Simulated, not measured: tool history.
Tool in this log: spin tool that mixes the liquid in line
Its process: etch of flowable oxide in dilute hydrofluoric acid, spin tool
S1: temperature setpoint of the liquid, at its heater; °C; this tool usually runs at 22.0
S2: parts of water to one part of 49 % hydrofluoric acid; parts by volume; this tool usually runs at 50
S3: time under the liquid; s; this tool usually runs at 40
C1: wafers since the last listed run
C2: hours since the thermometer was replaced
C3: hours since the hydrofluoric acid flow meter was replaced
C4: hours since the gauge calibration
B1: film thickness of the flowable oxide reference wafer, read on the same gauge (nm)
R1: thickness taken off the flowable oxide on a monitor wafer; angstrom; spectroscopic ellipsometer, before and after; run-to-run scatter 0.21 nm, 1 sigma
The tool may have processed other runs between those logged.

| run | hour | S1 | S2 | S3 | C1 | C2 | C3 | C4 | B1 | R1 |
|---|---|---|---|---|---|---|---|---|---|---|
| 1 | 0.0 | 18.5 | 50 | 40 | 0 | 2652.1 | 328.4 | 203.4 | 79.99 | 295.6 |
| 2 | 26.6 | 22.0 | 50 | 55 | 208 | 2678.7 | 355.0 | 230.0 | 80.02 | 464.7 |
| 3 | 116.4 | 22.0 | 50 | 55 | 702 | 2768.5 | 444.8 | 319.8 | 80.04 | 470.2 |
| 4 | 185.6 | 22.0 | 50 | 55 | 541 | 2837.7 | 514.0 | 389.0 | 79.99 | 466.0 |
| 5 | 248.0 | 22.0 | 50 | 40 | 488 | 2900.1 | 576.4 | 451.4 | 79.99 | 339.8 |
| 6 | 279.2 | 22.0 | 50 | 40 | 244 | 2931.3 | 607.6 | 482.6 | 80.03 | 336.7 |
|  | 330.9 | hydrofluoric acid flow meter replaced |
| 7 | 340.0 | 22.0 | 60 | 55 | 468 | 2992.1 | 9.1 | 543.4 | 80.01 | 381.0 |
| 8 | 364.9 | 22.0 | 60 | 55 | 194 | 3017.0 | 34.0 | 568.3 | 79.98 | 377.8 |
| 9 | 399.4 | 22.0 | 60 | 55 | 270 | 3051.5 | 68.5 | 602.8 | 80.01 | 376.3 |
|  | 416.9 | gauge calibrated |
| 10 | 445.7 | 22.0 | 60 | 55 | 362 | 3097.8 | 114.8 | 28.8 | 79.99 | 379.0 |
| 11 | 493.9 | 26.0 | 50 | 50 | 377 | 3146.0 | 163.0 | 77.0 | 79.98 | 495.3 |
| 12 | 518.7 | 22.0 | 50 | 25 | 194 | 3170.8 | 187.8 | 101.8 | 80.00 | 212.0 |
| 13 | 552.3 | 27.0 | 35 | 60 | 262 | 3204.4 | 221.4 | 135.4 | 80.01 | 903.1 |
|  | 568.0 | thermometer replaced |
| 14 | 581.2 | 22.0 | 50 | 40 | 218 | 13.2 | 250.3 | 164.3 | 80.01 | 335.9 |
| 15 | 627.9 | 19.5 | 60 | 40 | 365 | 59.9 | 297.0 | 211.0 | 79.99 | 251.1 |
| 16 | 692.2 | 22.0 | 50 | 40 | 503 | 124.2 | 361.3 | 275.3 | 79.99 | 339.0 |
| 17 | 740.6 | 26.0 | 60 | 40 | 378 | 172.6 | 409.7 | 323.7 | 79.99 | 327.7 |
| 18 | 764.7 | 22.0 | 35 | 15 | 188 | 196.7 | 433.8 | 347.8 | 79.99 | 183.7 |
| 19 | 818.8 | 22.0 | 50 | 40 | 423 | 250.8 | 487.9 | 401.9 | 80.01 | 338.5 |

What if the next run were any one of these 4? Each begins from the tool's condition after run 19:
| A | 819.2 | 22.0 | 50 | 40 | 3 | 251.2 | 488.3 | 402.3 | ? | ? |
| B | 819.2 | 22.0 | 35 | 20 | 3 | 251.2 | 488.3 | 402.3 | ? | ? |
| C | 819.2 | 19.5 | 30 | 15 | 3 | 251.2 | 488.3 | 402.3 | ? | ? |
| D | 819.2 | 19.0 | 25 | 25 | 3 | 251.2 | 488.3 | 402.3 | ? | ? |

| run | B1 | R1 |
|---|---|---|
| A | 79.99 | 338.1 |
| B | 79.99 | 246.1 |
| C | 79.99 | 194.7 |
| D | 79.99 | 383.3 |
With no hidden state in the tool, these same runs would have given:
| run | R1 |
|---|---|
| A | 338.1 |
| B | 246.1 |
| C | 194.7 |
| D | 383.3 |

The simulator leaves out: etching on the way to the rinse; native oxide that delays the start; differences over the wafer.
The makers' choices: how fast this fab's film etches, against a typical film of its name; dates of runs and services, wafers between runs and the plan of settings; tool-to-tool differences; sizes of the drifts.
